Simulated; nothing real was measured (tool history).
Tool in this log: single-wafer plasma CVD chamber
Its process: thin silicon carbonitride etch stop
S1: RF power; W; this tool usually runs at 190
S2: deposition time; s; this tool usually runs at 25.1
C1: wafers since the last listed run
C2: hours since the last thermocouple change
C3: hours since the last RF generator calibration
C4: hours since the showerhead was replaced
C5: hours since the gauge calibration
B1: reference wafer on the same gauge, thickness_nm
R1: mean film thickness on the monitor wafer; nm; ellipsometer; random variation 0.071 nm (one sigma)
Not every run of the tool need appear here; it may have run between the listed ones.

run,day,S1,S2,C1,C2,C3,C4,C5,B1,R1
1,0.000,190,25.1,0,2232.9,1887.2,3326.0,425.3,14.142,14.300
2,1.121,190,25.1,554,2259.8,1914.1,3352.9,452.2,14.143,14.344
3,2.525,190,25.1,694,2293.5,1947.8,3386.6,485.9,14.126,14.253
4,3.683,190,25.1,573,2321.3,1975.6,3414.4,513.7,14.156,14.169
5,4.988,190,25.1,645,2352.6,2006.9,3445.7,545.0,14.129,14.253
6,6.404,190,25.1,700,2386.6,2040.9,3479.7,579.0,14.116,14.201
7,7.162,190,25.1,375,2404.8,2059.1,3497.9,597.2,14.118,14.094
8,7.679,175,26.9,255,2417.2,2071.5,3510.3,609.6,14.109,15.058
9,8.900,175,26.9,604,2446.5,2100.8,3539.6,638.9,14.130,14.975
10,9.404,190,21.8,249,2458.6,2112.9,3551.7,651.0,14.119,12.330
11,10.654,190,21.8,618,2488.6,2142.9,3581.7,681.0,14.106,12.383
12,11.500,190,21.8,418,2508.9,2163.2,3602.0,701.3,14.088,12.320
# day 11.558: gauge calibrated
13,12.696,170,27.2,591,2537.6,2191.9,3630.7,27.3,14.308,15.278
14,13.971,225,25.1,630,2568.2,2222.5,3661.3,57.9,14.308,14.914
15,15.092,165,28.6,554,2595.1,2249.4,3688.2,84.8,14.267,15.905
16,16.408,190,25.1,651,2626.7,2281.0,3719.8,116.4,14.201,14.336
17,17.154,190,21.8,369,2644.6,2298.9,3737.7,134.3,14.204,12.556
18,18.196,215,29.0,515,2669.6,2323.9,3762.7,159.3,14.212,16.902
# day 18.633: RF generator calibrated
# day 19.050: showerhead replaced
# day 20.146: thermocouple changed; heater temperature recalibrated
19,20.592,165,28.3,690,10.7,47.0,37.0,216.8,14.146,15.580
20,21.421,160,23.8,410,30.6,66.9,56.9,236.7,14.125,12.977
21,22.212,170,29.3,391,49.6,85.9,75.9,255.7,14.120,16.215
22,22.738,210,25.1,259,62.2,98.5,88.5,268.3,14.114,14.544
23,23.650,200,25.1,451,84.1,120.4,110.4,290.2,14.105,14.389
24,24.450,190,25.1,395,103.3,139.6,129.6,309.4,14.095,14.278
25,25.717,175,25.1,626,133.7,170.0,160.0,339.8,14.061,13.935

What differs in the tool's unlogged condition from the final listed run ahead of each entry between runs to the first listed run following it?
Between runs 12 and 13: gauge calibrated (day 11.558)
  gauge reads high (%): -2.02 -> -0.551
  measured value less the no-hidden-state value, R1: -0.254 -> -0.085 nm
Between runs 18 and 19: RF generator calibrated (day 18.633); showerhead replaced (day 19.050); thermocouple changed; heater temperature recalibrated (day 20.146)
  gauge reads high (%): -1.49 -> -1.77
  measured value less the no-hidden-state value, R1: -0.256 -> -0.281 nm
